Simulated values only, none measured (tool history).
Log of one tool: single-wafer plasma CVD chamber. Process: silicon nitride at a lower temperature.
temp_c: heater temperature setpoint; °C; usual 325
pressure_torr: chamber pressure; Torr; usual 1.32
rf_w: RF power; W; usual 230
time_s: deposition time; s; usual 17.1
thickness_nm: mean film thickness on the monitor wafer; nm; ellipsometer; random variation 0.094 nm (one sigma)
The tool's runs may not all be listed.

run	hour	temp_c	pressure_torr	rf_w	time_s	wafers since the last listed run	hours since the last thermocouple change	hours since the last RF generator calibration	hours since the last manometer calibration	hours since the showerhead was replaced	hours since the gauge calibration	read-back reference wafer on the same gauge, thickness_nm	thickness_nm
1	0	325	1.07	230	17.1	0	1192.5	1138.8	1289.5	7590.9	533.5	14.983	15.945
2	44.4	325	1.07	230	17.1	2157	1236.9	1183.2	1333.9	7635.3	577.9	15.03	16.072
3	100.3	317	1.16	230	17.1	2716	1292.8	1239.1	1389.8	7691.2	633.8	15.014	16.682
4	135.5	325	1.32	230	17.1	1710	1328	1274.3	1425	7726.4	669	14.99	17.464
5	198.4	325	1.32	230	17.1	3056	1390.9	1337.2	1487.9	7789.3	731.9	14.996	17.533
6	407.2	325	1.32	230	14.7	10145	1599.7	1546	1696.7	7998.1	940.7	15.023	15.161
7	474.1	325	1.32	230	14.7	3250	1666.6	1612.9	1763.6	8065	1007.6	14.998	15.125
8	507.3	325	1.32	230	17.1	1613	1699.8	1646.1	1796.8	8098.2	1040.8	14.986	17.505
9	544.9	325	1.32	230	17.1	1827	1737.4	1683.7	1834.4	8135.8	1078.4	15.004	17.748
10	593.6	325	1.32	230	17.1	2366	1786.1	1732.4	1883.1	8184.5	1127.1	14.996	17.55
11	657.6	325	1.32	230	17.1	3109	1850.1	1796.4	1947.1	8248.5	1191.1	15.014	17.429
12	685.2	325	1.32	230	17.1	1341	1877.7	1824	1974.7	8276.1	1218.7	14.982	17.63
# hour 754: gauge calibrated
13	754.8	325	1.32	200	18.3	3381	1947.3	1893.6	2044.3	8345.7	0.8	15.006	17.779
# hour 775.3: showerhead replaced
14	825.7	325	1.06	230	16	3056	2018.2	1964.5	2115.2	50.4	71.7	15.02	15.092
15	872.5	336	1.32	230	17.1	2274	2065	2011.3	2162	97.2	118.5	15.007	17.69
16	913.3	337	1.32	230	17.1	1982	2105.8	2052.1	2202.8	138	159.3	14.997	17.557
17	978.9	317	1.01	190	19.8	3187	2171.4	2117.7	2268.4	203.6	224.9	15.008	16.464
18	1004.2	325	1.32	230	17.1	1229	2196.7	2143	2293.7	228.9	250.2	15	17.682
19	1028.6	312	1.32	230	14	1185	2221.1	2167.4	2318.1	253.3	274.6	14.999	14.467
# hour 1080.3: capacitance manometer re-zeroed and calibrated
20	1142.8	325	1.32	230	17.1	5160	2335.3	2281.6	62.5	367.5	388.8	15.029	17.082
21	1178.4	325	1.32	230	17.1	1729	2370.9	2317.2	98.1	403.1	424.4	14.974	17.107
# hour 1203: thermocouple changed; heater temperature recalibrated
# hour 1216.7: RF generator calibrated
22	1219.6	325	1.32	255	17.1	1224	16.6	2.9	139.3	444.3	465.6	15.015	18.134
23	1273.9	325	1.32	230	17.1	2638	70.9	57.2	193.6	498.6	519.9	15.001	16.992
24	1303.3	325	1.32	230	17.1	1428	100.3	86.6	223	528	549.3	14.997	17.254
25	1356.5	325	1.13	250	19.7	2585	153.5	139.8	276.2	581.2	602.5	15.005	19.147
26	1421.3	325	1.07	230	17.1	3148	218.3	204.6	341	646	667.3	14.992	15.577
27	1492.9	325	1.15	230	17.1	3479	289.9	276.2	412.6	717.6	738.9	14.982	16.186
28	1539.9	334	1.15	190	17.1	2283	336.9	323.2	459.6	764.6	785.9	14.974	14.743

The tool's hidden state at each run:
wafer temperature above the value expected at the setpoint (K): 0 in every run
delivered RF power above the setpoint (%): 0 in every run
gauge reads high (%): 0 in every run
H1: true pressure above the setpoint (%)
run	H1
1	4.41
2	4.57
3	4.77
4	4.9
5	5.13
6	5.88
7	6.13
8	6.25
9	6.38
10	6.56
11	6.79
12	6.89
13	7.14
14	7.4
15	7.57
16	7.72
17	7.95
18	8.04
19	8.13
20	-0.145
21	-0.0165
22	0.133
23	0.329
24	0.436
25	0.628
26	0.863
27	1.12
28	1.29

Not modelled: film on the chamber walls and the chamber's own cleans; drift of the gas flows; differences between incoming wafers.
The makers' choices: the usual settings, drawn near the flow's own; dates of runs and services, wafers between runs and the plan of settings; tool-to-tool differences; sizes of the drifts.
